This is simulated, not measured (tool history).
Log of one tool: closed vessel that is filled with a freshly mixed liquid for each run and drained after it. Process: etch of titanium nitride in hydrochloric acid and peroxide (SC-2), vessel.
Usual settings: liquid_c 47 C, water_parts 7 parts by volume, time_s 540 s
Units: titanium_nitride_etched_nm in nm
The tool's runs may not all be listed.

| run | day | liquid_c | water_parts | time_s | wafers since the last listed run | hours since the thermometer was replaced | hours since the chemicals flow meter was replaced | hours since the drum of peroxide was connected | hours since the gauge calibration | read-back film thickness of the titanium nitride reference wafer, read on the same gauge (nm) | titanium_nitride_etched_nm |
|---|---|---|---|---|---|---|---|---|---|---|---|
| 1 | 0 | 44 | 7 | 540 | 0 | 1013.3 | 1170 | 497.9 | 1028 | 49.98 | 16.07 |
| 2 | 2.062 | 44 | 7 | 540 | 2965 | 1062.8 | 1219.5 | 547.4 | 1077.5 | 50.03 | 16.23 |
| 3 | 5.442 | 47 | 7 | 540 | 4858 | 1143.9 | 1300.6 | 628.5 | 1158.6 | 50.01 | 19.5 |
| 4 | 8.525 | 47 | 7 | 540 | 4432 | 1217.9 | 1374.6 | 702.5 | 1232.6 | 49.96 | 19.41 |
| 5 | 12.325 | 47 | 7 | 540 | 5463 | 1309.1 | 1465.8 | 793.7 | 1323.8 | 49.98 | 19.25 |
|  | 12.554 | new drum of peroxide connected |
| 6 | 15.442 | 47 | 7 | 540 | 4420 | 1383.9 | 1540.6 | 69.3 | 1398.6 | 49.99 | 20.57 |
| 7 | 17.642 | 47 | 7 | 540 | 3162 | 1436.7 | 1593.4 | 122.1 | 1451.4 | 49.98 | 20.36 |
| 8 | 19.404 | 47 | 8.5 | 540 | 2533 | 1479 | 1635.7 | 164.4 | 1493.7 | 50.01 | 17.31 |
| 9 | 23.858 | 47 | 8.5 | 540 | 6403 | 1585.9 | 1742.6 | 271.3 | 1600.6 | 49.99 | 17.13 |
| 10 | 25.979 | 54 | 7 | 370 | 3049 | 1636.8 | 1793.5 | 322.2 | 1651.5 | 50.01 | 22.02 |
|  | 26.15 | gauge calibrated |
| 11 | 27.825 | 47 | 7 | 540 | 2653 | 1681.1 | 1837.8 | 366.5 | 40.2 | 49.95 | 19.86 |
| 12 | 30.333 | 53.5 | 5.5 | 235 | 3606 | 1741.3 | 1898 | 426.7 | 100.4 | 50.04 | 16.05 |
|  | 30.708 | chemicals flow meter replaced |
|  | 32.979 | thermometer replaced |
| 13 | 33.271 | 40 | 5 | 750 | 4103 | 7 | 61.5 | 497.2 | 170.9 | 50 | 21.62 |
| 14 | 36.4 | 47 | 4 | 295 | 4498 | 82.1 | 136.6 | 572.3 | 246 | 50.05 | 16.19 |
| 15 | 39.362 | 51.5 | 4 | 335 | 4259 | 153.2 | 207.7 | 643.4 | 317.1 | 50.07 | 24.59 |
| 16 | 41.35 | 47 | 7 | 540 | 2857 | 200.9 | 255.4 | 691.1 | 364.8 | 50 | 19.47 |
| 17 | 44.096 | 47 | 6 | 540 | 3947 | 266.8 | 321.3 | 757 | 430.7 | 49.99 | 21.63 |
|  | 46.317 | new drum of peroxide connected |
| 18 | 48.517 | 47 | 5.5 | 540 | 6295 | 372.9 | 427.4 | 52.8 | 536.8 | 50.01 | 24.58 |
| 19 | 52.258 | 37.5 | 4 | 410 | 5379 | 462.7 | 517.2 | 142.6 | 626.6 | 49.94 | 12.05 |
| 20 | 55.933 | 47 | 7 | 540 | 5283 | 550.9 | 605.4 | 230.8 | 714.8 | 49.94 | 20.26 |
| 21 | 59.783 | 38.5 | 7 | 540 | 5535 | 643.3 | 697.8 | 323.2 | 807.2 | 50.02 | 10.98 |
| 22 | 63.254 | 47 | 7 | 540 | 4989 | 726.6 | 781.1 | 406.5 | 890.5 | 50.02 | 19.9 |
| 23 | 66.558 | 47 | 7 | 430 | 4750 | 805.9 | 860.4 | 485.8 | 969.8 | 50.02 | 15.89 |
| 24 | 68.967 | 47 | 7 | 400 | 3462 | 863.7 | 918.2 | 543.6 | 1027.6 | 50.01 | 14.73 |
| 25 | 71.225 | 47 | 8 | 705 | 3246 | 917.9 | 972.4 | 597.8 | 1081.8 | 49.99 | 23.13 |
| 26 | 73.858 | 57 | 7 | 540 | 3785 | 981.1 | 1035.6 | 661 | 1145 | 50 | 37.51 |
|  | 76.521 | new drum of peroxide connected |
| 27 | 77.167 | 47 | 9 | 375 | 4696 | 1060.5 | 1115 | 15.5 | 1224.4 | 49.98 | 11.61 |
| 28 | 79.238 | 43.5 | 4 | 370 | 2977 | 1110.2 | 1164.7 | 65.2 | 1274.1 | 49.94 | 16.5 |

Forecast each of these 5 alternatives for the next run:
| A | 79.271 | 47 | 7 | 415 | 47 | 1111 | 1165.5 | 66 | 1274.9 | ? | ? |
| B | 79.271 | 55 | 7 | 295 | 47 | 1111 | 1165.5 | 66 | 1274.9 | ? | ? |
| C | 79.271 | 55.5 | 4 | 540 | 47 | 1111 | 1165.5 | 66 | 1274.9 | ? | ? |
| D | 79.271 | 47 | 7 | 710 | 47 | 1111 | 1165.5 | 66 | 1274.9 | ? | ? |
| E | 79.271 | 55 | 4.5 | 745 | 47 | 1111 | 1165.5 | 66 | 1274.9 | ? | ? |

| run | read-back film thickness of the titanium nitride reference wafer, read on the same gauge (nm) | titanium_nitride_etched_nm |
|---|---|---|
| A | 49.99 | 15.77 |
| B | 49.99 | 19.05 |
| C | 49.99 | 54.08 |
| D | 49.99 | 26.98 |
| E | 49.99 | 66.67 |
Without the tool's hidden state the same runs would have given:
| run | titanium_nitride_etched_nm |
|---|---|
| A | 16 |
| B | 19.33 |
| C | 54.82 |
| D | 27.38 |
| E | 67.6 |
